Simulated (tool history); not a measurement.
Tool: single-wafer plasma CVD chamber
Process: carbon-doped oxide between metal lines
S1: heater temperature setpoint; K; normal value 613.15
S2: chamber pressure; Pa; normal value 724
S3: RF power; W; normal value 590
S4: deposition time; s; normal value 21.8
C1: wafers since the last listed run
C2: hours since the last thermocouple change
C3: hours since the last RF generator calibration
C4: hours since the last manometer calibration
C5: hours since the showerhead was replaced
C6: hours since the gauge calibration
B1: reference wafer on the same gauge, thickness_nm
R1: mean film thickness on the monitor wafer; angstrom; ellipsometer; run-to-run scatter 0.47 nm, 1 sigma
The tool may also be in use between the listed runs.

run 1 hour=0.0 | S1=613.15 S2=724 S3=590 S4=21.8 | C1=0 C2=835.7 C3=1330.4 C4=1885.1 C5=8607.0 C6=1183.5 | B1=106.936 | R1=1276.86
run 2 hour=70.4 | S1=613.15 S2=724 S3=590 S4=21.8 | C1=1774 C2=906.1 C3=1400.8 C4=1955.5 C5=8677.4 C6=1253.9 | B1=107.030 | R1=1264.57
-- hour=96.8 showerhead replaced
-- hour=108.0 capacitance manometer re-zeroed and calibrated
run 3 hour=127.2 | S1=613.15 S2=724 S3=590 S4=21.8 | C1=1028 C2=962.9 C3=1457.6 C4=19.2 C5=30.4 C6=1310.7 | B1=106.909 | R1=1260.98
-- hour=150.5 RF generator calibrated
run 4 hour=206.0 | S1=613.15 S2=724 S3=590 S4=21.8 | C1=1784 C2=1041.7 C3=55.5 C4=98.0 C5=109.2 C6=1389.5 | B1=106.995 | R1=1229.50
run 5 hour=266.5 | S1=613.15 S2=724 S3=590 S4=21.8 | C1=1524 C2=1102.2 C3=116.0 C4=158.5 C5=169.7 C6=1450.0 | B1=107.034 | R1=1233.91
run 6 hour=322.0 | S1=613.15 S2=724 S3=590 S4=21.8 | C1=1398 C2=1157.7 C3=171.5 C4=214.0 C5=225.2 C6=1505.5 | B1=106.914 | R1=1233.46
-- hour=335.1 gauge calibrated
run 7 hour=401.9 | S1=613.15 S2=724 S3=590 S4=21.8 | C1=2013 C2=1237.6 C3=251.4 C4=293.9 C5=305.1 C6=66.8 | B1=106.984 | R1=1225.87
run 8 hour=453.8 | S1=613.15 S2=724 S3=590 S4=21.8 | C1=1308 C2=1289.5 C3=303.3 C4=345.8 C5=357.0 C6=118.7 | B1=106.973 | R1=1225.65
-- hour=519.3 RF generator calibrated, repeated, since the last time left the tool worse
run 9 hour=537.4 | S1=613.15 S2=724 S3=590 S4=21.8 | C1=1905 C2=1373.1 C3=18.1 C4=429.4 C5=440.6 C6=202.3 | B1=107.075 | R1=1299.40
run 10 hour=596.4 | S1=613.15 S2=724 S3=590 S4=21.8 | C1=1486 C2=1432.1 C3=77.1 C4=488.4 C5=499.6 C6=261.3 | B1=106.968 | R1=1293.12
run 11 hour=638.7 | S1=613.15 S2=724 S3=590 S4=21.8 | C1=1066 C2=1474.4 C3=119.4 C4=530.7 C5=541.9 C6=303.6 | B1=107.046 | R1=1302.51
run 12 hour=731.1 | S1=613.15 S2=724 S3=590 S4=21.8 | C1=2328 C2=1566.8 C3=211.8 C4=623.1 C5=634.3 C6=396.0 | B1=107.079 | R1=1299.68
run 13 hour=784.7 | S1=607.15 S2=571 S3=590 S4=24.6 | C1=1350 C2=1620.4 C3=265.4 C4=676.7 C5=687.9 C6=449.6 | B1=106.976 | R1=1423.27
run 14 hour=868.7 | S1=622.15 S2=724 S3=630 S4=21.8 | C1=2116 C2=1704.4 C3=349.4 C4=760.7 C5=771.9 C6=533.6 | B1=107.035 | R1=1299.02
run 15 hour=960.1 | S1=613.15 S2=724 S3=590 S4=21.8 | C1=2303 C2=1795.8 C3=440.8 C4=852.1 C5=863.3 C6=625.0 | B1=106.951 | R1=1288.85
run 16 hour=1035.0 | S1=608.15 S2=724 S3=590 S4=21.8 | C1=1887 C2=1870.7 C3=515.7 C4=927.0 C5=938.2 C6=699.9 | B1=106.883 | R1=1316.07
run 17 hour=1139.3 | S1=605.15 S2=865 S3=590 S4=18.7 | C1=2628 C2=1975.0 C3=620.0 C4=1031.3 C5=1042.5 C6=804.2 | B1=106.836 | R1=1162.59
run 18 hour=1237.5 | S1=613.15 S2=637 S3=650 S4=25.0 | C1=2474 C2=2073.2 C3=718.2 C4=1129.5 C5=1140.7 C6=902.4 | B1=107.007 | R1=1524.01
run 19 hour=1309.2 | S1=613.15 S2=812 S3=590 S4=26.1 | C1=1807 C2=2144.9 C3=789.9 C4=1201.2 C5=1212.4 C6=974.1 | B1=106.919 | R1=1556.51
-- hour=1363.8 thermocouple changed; heater temperature recalibrated
run 20 hour=1416.1 | S1=601.15 S2=560 S3=555 S4=22.9 | C1=2492 C2=52.3 C3=896.8 C4=1308.1 C5=1319.3 C6=1081.0 | B1=107.042 | R1=1296.22
run 21 hour=1522.9 | S1=613.15 S2=724 S3=655 S4=19.8 | C1=2691 C2=159.1 C3=1003.6 C4=1414.9 C5=1426.1 C6=1187.8 | B1=106.971 | R1=1232.09
run 22 hour=1606.4 | S1=618.15 S2=724 S3=590 S4=21.8 | C1=2104 C2=242.6 C3=1087.1 C4=1498.4 C5=1509.6 C6=1271.3 | B1=107.016 | R1=1254.57
run 23 hour=1653.3 | S1=599.15 S2=624 S3=590 S4=21.8 | C1=1181 C2=289.5 C3=1134.0 C4=1545.3 C5=1556.5 C6=1318.2 | B1=106.966 | R1=1306.58
-- hour=1694.5 gauge calibrated
run 24 hour=1733.2 | S1=613.15 S2=724 S3=590 S4=21.8 | C1=2013 C2=369.4 C3=1213.9 C4=1625.2 C5=1636.4 C6=38.7 | B1=106.996 | R1=1271.28
run 25 hour=1813.0 | S1=602.15 S2=724 S3=590 S4=24.2 | C1=2011 C2=449.2 C3=1293.7 C4=1705.0 C5=1716.2 C6=118.5 | B1=106.854 | R1=1470.49
run 26 hour=1897.2 | S1=613.15 S2=724 S3=590 S4=21.8 | C1=2122 C2=533.4 C3=1377.9 C4=1789.2 C5=1800.4 C6=202.7 | B1=106.823 | R1=1253.93
run 27 hour=1957.0 | S1=606.15 S2=568 S3=505 S4=21.8 | C1=1507 C2=593.2 C3=1437.7 C4=1849.0 C5=1860.2 C6=262.5 | B1=107.054 | R1=1132.03
run 28 hour=2051.4 | S1=613.15 S2=835 S3=640 S4=24.2 | C1=2379 C2=687.6 C3=1532.1 C4=1943.4 C5=1954.6 C6=356.9 | B1=107.026 | R1=1486.68

4 options for the next run, each taken on its own from the tool as it stands now. Forecast them:
run A hour=2051.8 | S1=613.15 S2=724 S3=590 S4=21.8 | C1=10 C2=688.0 C3=1532.5 C4=1943.8 C5=1955.0 C6=357.3 | B1=? | R1=?
run B hour=2051.8 | S1=613.15 S2=724 S3=520 S4=21.8 | C1=10 C2=688.0 C3=1532.5 C4=1943.8 C5=1955.0 C6=357.3 | B1=? | R1=?
run C hour=2051.8 | S1=620.15 S2=841 S3=475 S4=20.2 | C1=10 C2=688.0 C3=1532.5 C4=1943.8 C5=1955.0 C6=357.3 | B1=? | R1=?
run D hour=2051.8 | S1=613.15 S2=825 S3=685 S4=21.8 | C1=10 C2=688.0 C3=1532.5 C4=1943.8 C5=1955.0 C6=357.3 | B1=? | R1=?

run=A B1=106.965 R1=1259.38
run=B B1=106.965 R1=1166.88
run=C B1=106.965 R1=1019.43
run=D B1=106.965 R1=1399.66
With no hidden state in the tool, these same runs would have given:
run=A R1=1302.51
run=B R1=1208.14
run=C R1=1056.27
run=D R1=1446.72
